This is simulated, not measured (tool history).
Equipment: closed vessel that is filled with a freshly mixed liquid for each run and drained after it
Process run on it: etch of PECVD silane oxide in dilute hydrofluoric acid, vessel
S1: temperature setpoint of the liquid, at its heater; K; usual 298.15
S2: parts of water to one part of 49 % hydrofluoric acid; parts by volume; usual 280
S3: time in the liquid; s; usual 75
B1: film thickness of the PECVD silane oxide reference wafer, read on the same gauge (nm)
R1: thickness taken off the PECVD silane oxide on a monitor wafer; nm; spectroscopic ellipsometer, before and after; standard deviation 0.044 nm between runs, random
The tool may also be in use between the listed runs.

run   hour      S1   S2   S3     B1     R1
  1      0  298.15  280   75  90.05  12.02
  2   15.4  298.15  280   75  90.04  11.97
  3   46.7  298.15  280   75  89.98  12.08
  4   63.4  298.15  280   75  90.01  11.98
  5   98.9  298.15  280   75  89.99  11.92
  6  114.8  294.15  280   75  89.99  10.39
  7  135.4  294.15  280   75  90.01  10.31
  8  148.1  294.15  280   75  89.93  10.26
  9  178.7  298.15  280   95  89.99  15.04
 10  194.9  298.15  280   95  90.02  14.98
 11  245.7  298.15  280   95  90.02  14.93
       254  -- gauge calibrated
 12  268.3  298.15  350   75  89.99   8.85
 13  292.4  298.15  350   75  90.01   8.75
 14  327.4  298.15  280   75  90.02  11.79
 15  344.5  298.15  280   75  89.96   11.7
 16  356.9  298.15  370  115  90.06  12.46
 17    369  293.65  280   60  89.98   7.96
 18  381.6  303.15  360   55  89.99   7.24
 19  399.9  298.15  280   75  89.98  11.69
 20    429  293.65  375   90  89.96   8.17
 21    532  298.15  280   75     90  11.58
     590.7  -- hydrofluoric acid flow meter replaced
 22  620.6  298.15  280   75  89.96  12.11
 23  638.8  294.65  385   55  90.03   5.24
 24  656.4  303.15  405  100  90.02  11.58
     672.5  -- thermometer replaced
 25    687  298.15  280   75  89.99  11.99
 26  708.9  298.15  280   75  89.99  12.02
 27  734.6  301.65  280  110  90.04   19.9
 28  766.1  298.15  280   65  90.01  10.41
 29  790.9  302.65  320   75  90.02  11.64
 30  804.4  298.15  350   75  89.97   8.91
 31  822.4  298.15  280   90  89.97   14.4
 32    879  298.15  150   40  89.99  13.67
 33  900.7  302.15  240   40  90.01   8.87

What the log doesn't show, run by run:
liquid colder than its thermometer reads (K): 0 across all the runs
gauge reads high (%): 0 across all the runs
H1: hydrofluoric acid flow below the setpoint (%)
run     H1
  1  0.858
  2  0.945
  3   1.12
  4   1.22
  5   1.42
  6   1.51
  7   1.63
  8    1.7
  9   1.87
 10   1.96
 11   2.25
 12   2.38
 13   2.52
 14   2.71
 15   2.81
 16   2.88
 17   2.95
 18   3.02
 19   3.12
 20   3.29
 21   3.87
 22  0.209
 23  0.312
 24  0.412
 25  0.586
 26   0.71
 27  0.855
 28   1.03
 29   1.17
 30   1.25
 31   1.35
 32   1.67
 33    1.8
